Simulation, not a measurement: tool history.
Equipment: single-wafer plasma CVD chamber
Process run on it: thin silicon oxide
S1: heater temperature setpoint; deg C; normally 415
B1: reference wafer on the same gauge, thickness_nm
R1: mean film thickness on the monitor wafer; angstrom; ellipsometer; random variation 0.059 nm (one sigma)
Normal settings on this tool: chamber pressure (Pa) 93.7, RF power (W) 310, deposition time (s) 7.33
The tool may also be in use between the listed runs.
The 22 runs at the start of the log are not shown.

{"run": 23, "hour": 570.1, "S1": 415, "chamber pressure (Pa)": 111.5, "RF power (W)": 330, "deposition time (s)": 7.33, "B1": 10.994, "R1": 151.37}
{"run": 24, "hour": 600.3, "S1": 415, "chamber pressure (Pa)": 93.7, "RF power (W)": 310, "deposition time (s)": 7.33, "B1": 11.008, "R1": 125.06}
{"run": 25, "hour": 615.3, "S1": 419, "chamber pressure (Pa)": 105.2, "RF power (W)": 250, "deposition time (s)": 6.22, "B1": 10.994, "R1": 108.15}
{"run": 26, "hour": 638.4, "S1": 410, "chamber pressure (Pa)": 93.7, "RF power (W)": 360, "deposition time (s)": 7.33, "B1": 11.001, "R1": 131.94}
{"run": 27, "hour": 668.0, "S1": 415, "chamber pressure (Pa)": 93.7, "RF power (W)": 310, "deposition time (s)": 7.33, "B1": 10.995, "R1": 123.91}
{"run": 28, "hour": 685.8, "S1": 419, "chamber pressure (Pa)": 93.7, "RF power (W)": 310, "deposition time (s)": 7.33, "B1": 11.007, "R1": 123.57}
{"run": 29, "hour": 700.1, "S1": 415, "chamber pressure (Pa)": 116.1, "RF power (W)": 335, "deposition time (s)": 7.33, "B1": 11.019, "R1": 156.03}
{"run": 30, "hour": 714.9, "S1": 415, "chamber pressure (Pa)": 84.9, "RF power (W)": 340, "deposition time (s)": 8.16, "B1": 10.996, "R1": 129.06}

Predict each of these 3 candidate next runs independently; none follows another, all start after run 30:
{"run": "A", "hour": 715.3, "S1": 415, "chamber pressure (Pa)": 93.7, "RF power (W)": 310, "deposition time (s)": 6.63, "B1": "?", "R1": "?"}
{"run": "B", "hour": 715.3, "S1": 415, "chamber pressure (Pa)": 83.6, "RF power (W)": 310, "deposition time (s)": 8.44, "B1": "?", "R1": "?"}
{"run": "C", "hour": 715.3, "S1": 429, "chamber pressure (Pa)": 71.3, "RF power (W)": 310, "deposition time (s)": 8.66, "B1": "?", "R1": "?"}

run=A B1=11.002 R1=112.51
run=B B1=11.002 R1=127.23
run=C B1=11.002 R1=109.55
What these runs would have given with no unlogged condition in the tool:
run=A R1=115.03
run=B R1=130.08
run=C R1=112.01

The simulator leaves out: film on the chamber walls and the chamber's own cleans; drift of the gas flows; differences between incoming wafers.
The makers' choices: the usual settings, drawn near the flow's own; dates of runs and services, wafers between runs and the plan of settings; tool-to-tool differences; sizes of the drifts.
